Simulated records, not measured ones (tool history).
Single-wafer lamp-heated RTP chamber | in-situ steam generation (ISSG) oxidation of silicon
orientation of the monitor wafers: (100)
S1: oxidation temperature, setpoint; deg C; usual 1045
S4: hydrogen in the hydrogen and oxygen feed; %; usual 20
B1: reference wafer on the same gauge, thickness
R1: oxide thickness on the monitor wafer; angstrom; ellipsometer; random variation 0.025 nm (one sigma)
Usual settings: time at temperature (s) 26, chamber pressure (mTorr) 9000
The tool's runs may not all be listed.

{"run": 1, "hour": 0.0, "S1": 1045, "time at temperature (s)": 26, "chamber pressure (mTorr)": 9000, "S4": 20, "B1": 6.887, "R1": 72.9}
{"run": 2, "hour": 33.5, "S1": 1045, "time at temperature (s)": 26, "chamber pressure (mTorr)": 9000, "S4": 20, "B1": 6.88, "R1": 72.84}
{"run": 3, "hour": 54.8, "S1": 1045, "time at temperature (s)": 26, "chamber pressure (mTorr)": 10100, "S4": 20, "B1": 6.874, "R1": 71.69}
{"run": 4, "hour": 74.5, "S1": 1045, "time at temperature (s)": 26, "chamber pressure (mTorr)": 10100, "S4": 20, "B1": 6.867, "R1": 71.64}
{"run": 5, "hour": 94.1, "S1": 1045, "time at temperature (s)": 26, "chamber pressure (mTorr)": 9000, "S4": 20, "B1": 6.883, "R1": 73.12}
{"run": 6, "hour": 127.2, "S1": 1045, "time at temperature (s)": 22, "chamber pressure (mTorr)": 9000, "S4": 20, "B1": 6.877, "R1": 66.97}
{"run": 7, "hour": 155.6, "S1": 1045, "time at temperature (s)": 22, "chamber pressure (mTorr)": 9000, "S4": 20, "B1": 6.875, "R1": 66.98}
{"run": 8, "hour": 182.8, "S1": 1045, "time at temperature (s)": 22, "chamber pressure (mTorr)": 9000, "S4": 20, "B1": 6.879, "R1": 66.92}
{"run": 9, "hour": 202.4, "S1": 1045, "time at temperature (s)": 26, "chamber pressure (mTorr)": 9000, "S4": 17, "B1": 6.89, "R1": 70.57}
{"run": 10, "hour": 217.8, "S1": 1045, "time at temperature (s)": 26, "chamber pressure (mTorr)": 9000, "S4": 17, "B1": 6.876, "R1": 71.27}
{"run": 11, "hour": 241.5, "S1": 1045, "time at temperature (s)": 26, "chamber pressure (mTorr)": 9000, "S4": 17, "B1": 6.877, "R1": 70.9}
{"run": 12, "hour": 256.6, "S1": 1034, "time at temperature (s)": 19, "chamber pressure (mTorr)": 9000, "S4": 20, "B1": 6.875, "R1": 58.44}
{"run": 13, "hour": 275.4, "S1": 1034, "time at temperature (s)": 19, "chamber pressure (mTorr)": 9000, "S4": 20, "B1": 6.882, "R1": 59.04}
{"run": 14, "hour": 306.9, "S1": 1045, "time at temperature (s)": 26, "chamber pressure (mTorr)": 9000, "S4": 20, "B1": 6.881, "R1": 74.8}
{"run": 15, "hour": 332.7, "S1": 1045, "time at temperature (s)": 20, "chamber pressure (mTorr)": 9000, "S4": 20, "B1": 6.883, "R1": 64.99}
{"run": 16, "hour": 365.6, "S1": 1045, "time at temperature (s)": 26, "chamber pressure (mTorr)": 9000, "S4": 20, "B1": 6.883, "R1": 74.86}
{"run": 17, "hour": 387.8, "S1": 1034, "time at temperature (s)": 19, "chamber pressure (mTorr)": 9000, "S4": 20, "B1": 6.877, "R1": 59.58}
{"run": 18, "hour": 415.0, "S1": 1027, "time at temperature (s)": 18, "chamber pressure (mTorr)": 10200, "S4": 26, "B1": 6.885, "R1": 58.28}
{"run": 19, "hour": 447.2, "S1": 1045, "time at temperature (s)": 22, "chamber pressure (mTorr)": 9000, "S4": 20, "B1": 6.882, "R1": 66.04}
{"run": 20, "hour": 464.4, "S1": 1036, "time at temperature (s)": 36, "chamber pressure (mTorr)": 9000, "S4": 20, "B1": 6.872, "R1": 81.29}
{"run": 21, "hour": 497.7, "S1": 1045, "time at temperature (s)": 21, "chamber pressure (mTorr)": 9000, "S4": 20, "B1": 6.876, "R1": 64.07}
{"run": 22, "hour": 533.2, "S1": 1045, "time at temperature (s)": 26, "chamber pressure (mTorr)": 9000, "S4": 20, "B1": 6.88, "R1": 72.02}
{"run": 23, "hour": 586.2, "S1": 1026, "time at temperature (s)": 18, "chamber pressure (mTorr)": 10200, "S4": 20, "B1": 6.877, "R1": 53.23}
{"run": 24, "hour": 598.7, "S1": 1062, "time at temperature (s)": 26, "chamber pressure (mTorr)": 9000, "S4": 14, "B1": 6.886, "R1": 74.07}
{"run": 25, "hour": 617.6, "S1": 1045, "time at temperature (s)": 22, "chamber pressure (mTorr)": 9000, "S4": 20, "B1": 6.879, "R1": 65.61}
{"run": 26, "hour": 645.2, "S1": 1045, "time at temperature (s)": 26, "chamber pressure (mTorr)": 9800, "S4": 20, "B1": 6.877, "R1": 71.33}
{"run": 27, "hour": 665.6, "S1": 1045, "time at temperature (s)": 26, "chamber pressure (mTorr)": 10200, "S4": 20, "B1": 6.882, "R1": 70.88}
{"run": 28, "hour": 687.8, "S1": 1045, "time at temperature (s)": 22, "chamber pressure (mTorr)": 9000, "S4": 26, "B1": 6.884, "R1": 69.89}
{"run": 29, "hour": 700.6, "S1": 1045, "time at temperature (s)": 26, "chamber pressure (mTorr)": 10200, "S4": 27, "B1": 6.884, "R1": 74.92}
{"run": 30, "hour": 721.4, "S1": 1045, "time at temperature (s)": 26, "chamber pressure (mTorr)": 9000, "S4": 20, "B1": 6.877, "R1": 72.1}

Not shown: 6 entries that the log had between the listed runs. Between which runs, and how does the tool's hidden state differ before and after?
Between runs 13 and 14: gauge calibrated (hour 287.3); pyrometer window cleaned and pyrometer calibrated (hour 303.3); pressure gauge zeroed (hour 306.4)
  true wafer temperature minus pyrometer reading, K: 4.51 -> 6.99
  measured less the result without the state, R1: +1.32 -> +2.9 angstrom
Between runs 14 and 15: hydrogen flow controller replaced (hour 322.2)
  true wafer temperature minus pyrometer reading, K: 6.99 -> 7
  measured less the result without the state, R1: +2.9 -> +2.41 angstrom
Between runs 18 and 19: pyrometer window cleaned and pyrometer calibrated, repeated, since the last time left the tool worse (hour 433.4)
  true wafer temperature minus pyrometer reading, K: 7.08 -> 0.483
  measured less the result without the state, R1: +1.94 -> +0.17 angstrom
Between runs 29 and 30: gauge calibrated (hour 704.6)
  true wafer temperature minus pyrometer reading, K: 0.972 -> 1.05
  measured less the result without the state, R1: +0.4 -> +0.42 angstrom

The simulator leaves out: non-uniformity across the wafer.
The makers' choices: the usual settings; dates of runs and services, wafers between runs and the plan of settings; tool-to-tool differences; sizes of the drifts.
